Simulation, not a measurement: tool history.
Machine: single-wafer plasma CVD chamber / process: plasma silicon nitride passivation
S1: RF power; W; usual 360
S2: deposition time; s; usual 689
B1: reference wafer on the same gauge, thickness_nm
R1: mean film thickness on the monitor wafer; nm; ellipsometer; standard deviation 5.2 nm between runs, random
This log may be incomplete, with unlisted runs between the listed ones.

run    hour   S1   S2       B1        R1
  1       0  335  620  879.889   826.754
  2    75.1  335  620  883.295   829.558
  3   127.6  335  620  879.281   827.019
  4   172.9  360  660  880.828   908.917
  5   226.5  360  660  880.263   901.514
  6   313.8  360  689  880.686   944.131
      327.6  -- RF generator calibrated
  7   384.6  360  689  879.185   970.825
  8     480  360  689  878.869   968.716
  9   558.7  360  689  880.035   971.998
 10   599.5  360  689  880.324   969.575
 11   702.2  360  689   879.84   970.251
 12   790.1  360  689  880.715    971.53
 13   831.4  360  689  880.042   967.781
 14   930.2  360  689  882.946    962.03
 15  1010.2  360  689  879.636    961.91
 16  1070.8  360  689  880.167   961.629
     1086.7  -- showerhead replaced
 17  1127.1  360  689  880.022   962.807
 18  1221.4  360  689  880.762   949.837
 19  1296.4  360  689  879.006   957.554
 20  1387.3  385  689  879.945   978.612
 21  1424.1  385  689  880.335   976.124
       1648  -- RF generator calibrated
 22  1686.9  360  689  881.749   979.562
 23    1780  405  635  880.092   945.546
 24  1853.7  360  689    880.7    972.36
 25  1894.8  310  623  878.192   821.573
 26  1936.9  325  622  879.157   834.806
     2026.7  -- gauge calibrated
 27  2036.5  360  689  879.758   966.599
 28  2103.1  325  689  882.756   918.552
 29  2185.6  395  603  882.163   883.426
 30  2251.8  430  689  880.184  1038.889
 31  2333.4  305  800  881.968    1038.4
 32  2429.4  320  801  882.311  1058.777
 33  2527.8  390  607  878.968   868.431
 34  2619.7  325  767  881.431  1013.565
 35    2688  430  796  879.869  1172.688
 36  2790.3  405  617  880.466   885.917
 37  2891.2  420  770  880.992  1131.979
 38  2953.5  360  689  881.185   951.403
     3029.7  -- RF generator calibrated
 39  3039.7  360  733  880.629  1039.682
 40  3143.3  360  689  879.999    962.05
 41  3461.1  405  635  881.386    931.29
 42  3529.4  420  578  878.303   862.196
 43  3574.5  290  764  880.004   966.282

State the hidden condition of the tool at each of the runs:
gauge reads high (%): 0 in every run
H1: delivered RF power above the setpoint (%)
run      H1
  1   -6.14
  2   -6.57
  3   -6.87
  4   -7.14
  5   -7.44
  6   -7.95
  7      -1
  8   -1.55
  9   -2.01
 10   -2.24
 11   -2.83
 12   -3.34
 13   -3.58
 14   -4.15
 15   -4.61
 16   -4.96
 17   -5.29
 18   -5.83
 19   -6.26
 20   -6.79
 21      -7
 22  -0.297
 23  -0.834
 24   -1.26
 25    -1.5
 26   -1.74
 27   -2.31
 28    -2.7
 29   -3.17
 30   -3.56
 31   -4.03
 32   -4.58
 33   -5.15
 34   -5.68
 35   -6.07
 36   -6.66
 37   -7.25
 38   -7.61
 39  -0.474
 40   -1.07
 41   -2.91
 42    -3.3
 43   -3.56
